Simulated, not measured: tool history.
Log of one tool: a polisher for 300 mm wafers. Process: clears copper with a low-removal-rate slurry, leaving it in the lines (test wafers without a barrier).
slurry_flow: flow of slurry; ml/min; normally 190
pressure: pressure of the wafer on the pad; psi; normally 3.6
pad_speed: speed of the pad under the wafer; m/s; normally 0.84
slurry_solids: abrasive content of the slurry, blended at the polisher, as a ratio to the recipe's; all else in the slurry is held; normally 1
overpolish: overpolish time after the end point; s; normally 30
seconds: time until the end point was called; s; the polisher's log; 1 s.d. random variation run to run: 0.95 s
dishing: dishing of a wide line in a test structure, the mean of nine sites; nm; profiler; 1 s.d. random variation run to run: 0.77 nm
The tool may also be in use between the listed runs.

run   hour  slurry_flow  pressure  pad_speed  slurry_solids  overpolish  incoming thickness of the incoming film, nm  seconds  dishing
  1      0          190       3.6       0.84              1          30                                        282.3     94.6     47.4
      14.9  -- slurry nozzle cleaned
  2     54          190       3.6       0.84              1          30                                        281.1     86.5       50
  3  101.5          190       2.5       0.84              1          17                                        278.1    117.9     25.5
  4    163          170       3.6       0.84              1          30                                        285.2     90.5     48.4
  5  188.4          190       4.6       0.84              1          30                                        283.5     71.4     57.5
     192.2  -- slurry blender recalibrated
  6  245.7          190       3.6       0.84           0.75          30                                        280.1     94.8       48
     266.4  -- worn pad replaced by a new one
  7    303          190       3.6       0.84            0.9          30                                        279.4     90.5     47.8
     318.1  -- head pressure recalibrated
  8  370.1          190       3.6       0.84            1.1          30                                        277.7     88.2     49.1
  9  551.9          245       3.6       0.84           0.85          30                                          276     91.5       47
     575.6  -- slurry nozzle cleaned
 10    591          190       3.6       0.92              1          13                                        284.7     79.6     28.8
 11  634.8          190       3.6       0.84           0.85          30                                        278.9     91.3     49.6
 12  704.5          190       3.6       0.84              1          14                                        277.5     86.1     28.7
     845.8  -- slurry blender recalibrated
 13  879.9          250       3.6       0.56              1          30                                        281.3    126.6       38
     892.1  -- worn pad replaced by a new one
 14  927.6          190       3.6        0.6              1          30                                        284.5    127.6     39.1
 15  989.6          190       3.6       0.84              1          30                                        274.7     88.1     48.6

Run 16 is up next; what results do you expect?
 16  1053.2          225       3.6       0.84            1.1          30                                        276.6        ?        ?

{"run 16": {"seconds": 86.2, "dishing": 50.3}}
Without the tool's hidden state the same run would have given seconds 81.4 s, dishing 52.2 nm.
